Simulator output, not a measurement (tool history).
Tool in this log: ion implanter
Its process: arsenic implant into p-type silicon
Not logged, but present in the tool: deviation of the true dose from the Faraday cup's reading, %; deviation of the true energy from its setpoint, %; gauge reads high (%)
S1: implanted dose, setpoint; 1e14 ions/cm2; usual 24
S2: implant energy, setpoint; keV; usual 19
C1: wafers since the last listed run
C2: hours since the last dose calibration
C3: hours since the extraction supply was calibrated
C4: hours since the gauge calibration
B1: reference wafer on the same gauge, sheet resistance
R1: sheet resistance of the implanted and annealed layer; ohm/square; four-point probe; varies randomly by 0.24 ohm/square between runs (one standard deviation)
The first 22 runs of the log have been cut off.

| run | hour | S1 | S2 | C1 | C2 | C3 | C4 | B1 | R1 |
|---|---|---|---|---|---|---|---|---|---|
| 23 | 1694.8 | 19.17 | 14 | 945 | 384.8 | 118.2 | 311.2 | 135.94 | 136.94 |
| 24 | 1775.7 | 29.66 | 19 | 1343 | 465.7 | 199.1 | 392.1 | 136.01 | 117.63 |
| 25 | 1839.6 | 26.22 | 23.5 | 1061 | 529.6 | 263 | 456 | 136.03 | 110.39 |
| 26 | 1879.2 | 24 | 16.5 | 657 | 569.2 | 302.6 | 495.6 | 135.94 | 126.53 |
| 27 | 1912.6 | 20.14 | 13 | 554 | 602.6 | 336 | 529 | 136.06 | 138.44 |
| 28 | 1955.1 | 18.81 | 19 | 705 | 645.1 | 378.5 | 571.5 | 136.06 | 125.22 |
| 29 | 2005 | 24 | 19 | 828 | 695 | 428.4 | 621.4 | 136.01 | 120.96 |
| 30 | 2061.3 | 29.7 | 19 | 935 | 751.3 | 484.7 | 677.7 | 135.93 | 117.94 |
| 31 | 2128.8 | 20.44 | 12.5 | 1121 | 818.8 | 552.2 | 745.2 | 136.02 | 139.19 |
| 32 | 2162.9 | 26.5 | 15 | 566 | 852.9 | 586.3 | 779.3 | 136.04 | 128.99 |
| 33 | 2190.4 | 29.39 | 19 | 456 | 880.4 | 613.8 | 806.8 | 135.97 | 118.21 |
| 34 | 2259.7 | 24 | 19 | 1150 | 949.7 | 683.1 | 876.1 | 136.07 | 121.23 |
| 35 | 2311 | 26.04 | 16 | 852 | 1001 | 734.4 | 927.4 | 135.97 | 126.77 |
| 36 | 2372.4 | 24 | 19 | 1019 | 1062.4 | 795.8 | 988.8 | 136.02 | 121.12 |
| 37 | 2397.4 | 24 | 23 | 415 | 1087.4 | 820.8 | 1013.8 | 136.03 | 112.85 |
| 38 | 2461.2 | 24 | 19 | 1059 | 1151.2 | 884.6 | 1077.6 | 136.07 | 121.2 |

3 ways to go on from here, each from the tool as it stands after run 38. What would each give?
| A | 2461.6 | 24 | 24.5 | 6 | 1151.6 | 885 | 1078 | ? | ? |
| B | 2461.6 | 26.31 | 23.5 | 6 | 1151.6 | 885 | 1078 | ? | ? |
| C | 2461.6 | 28.47 | 23.5 | 6 | 1151.6 | 885 | 1078 | ? | ? |

| run | B1 | R1 |
|---|---|---|
| A | 135.97 | 110.14 |
| B | 135.97 | 110.69 |
| C | 135.97 | 109.64 |
The same runs, with their run-to-run variation unchanged, on a tool lacking any hidden condition would have given:
| run | R1 |
|---|---|
| A | 109.06 |
| B | 109.6 |
| C | 108.57 |
